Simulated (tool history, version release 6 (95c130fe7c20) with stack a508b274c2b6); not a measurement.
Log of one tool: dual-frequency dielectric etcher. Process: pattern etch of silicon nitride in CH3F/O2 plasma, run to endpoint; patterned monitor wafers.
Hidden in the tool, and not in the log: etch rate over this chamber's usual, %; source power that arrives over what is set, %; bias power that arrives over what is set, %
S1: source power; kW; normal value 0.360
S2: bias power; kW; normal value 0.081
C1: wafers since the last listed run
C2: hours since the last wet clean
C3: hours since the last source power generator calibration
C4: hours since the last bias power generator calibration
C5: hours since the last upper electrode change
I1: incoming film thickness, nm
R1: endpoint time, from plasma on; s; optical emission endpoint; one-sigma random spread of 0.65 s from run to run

run,hour,S1,S2,C1,C2,C3,C4,C5,I1,R1
1,0.0,0.400,0.081,0,317.3,4086.5,1670.3,1763.8,83.5,91.0
2,34.5,0.400,0.081,155,351.8,4121.0,1704.8,1798.3,82.8,90.9
3,62.8,0.400,0.081,127,380.1,4149.3,1733.1,1826.6,82.5,89.4
4,96.4,0.340,0.065,151,413.7,4182.9,1766.7,1860.2,83.3,104.4
5,127.1,0.340,0.065,138,444.4,4213.6,1797.4,1890.9,83.3,106.4
6,159.3,0.360,0.095,145,476.6,4245.8,1829.6,1923.1,83.5,85.2
7,176.9,0.360,0.081,79,494.2,4263.4,1847.2,1940.7,83.3,92.1
8,201.6,0.360,0.081,111,518.9,4288.1,1871.9,1965.4,82.8,91.0
# hour 233.0: wet clean of the chamber
9,233.5,0.360,0.081,35,0.5,4320.0,1903.8,1997.3,83.3,96.4
10,243.0,0.360,0.081,42,10.0,4329.5,1913.3,2006.8,83.7,97.0
11,271.4,0.360,0.081,128,38.4,4357.9,1941.7,2035.2,83.9,97.4
12,295.2,0.310,0.070,107,62.2,4381.7,1965.5,2059.0,83.2,109.2
# hour 316.2: bias power generator calibrated
# hour 325.6: source power generator calibrated
13,327.1,0.320,0.096,108,94.1,1.5,10.9,2090.9,82.3,91.0
14,342.1,0.430,0.074,67,109.1,16.5,25.9,2105.9,83.5,94.9
15,374.3,0.360,0.094,145,141.3,48.7,58.1,2138.1,83.7,88.7
# hour 404.3: upper electrode replaced
16,407.7,0.360,0.095,42,174.7,82.1,91.5,3.4,82.7,87.7
17,424.5,0.320,0.075,75,191.5,98.9,108.3,20.2,83.7,103.8
18,436.5,0.360,0.081,54,203.5,110.9,120.3,32.2,83.4,95.0
19,456.6,0.360,0.088,90,223.6,131.0,140.4,52.3,82.1,89.7
20,478.9,0.300,0.081,100,245.9,153.3,162.7,74.6,83.6,101.8
21,491.6,0.360,0.081,57,258.6,166.0,175.4,87.3,83.7,95.5
22,507.0,0.360,0.081,69,274.0,181.4,190.8,102.7,82.6,93.5

Run 23 has not been measured yet. What should we expect?
23,532.4,0.270,0.063,114,299.4,206.8,216.2,128.1,83.1,?

R1: 117.5 s
Take away the tool's hidden state, keep the run-to-run variation as it was, and the same run would have given R1 120.7 s.
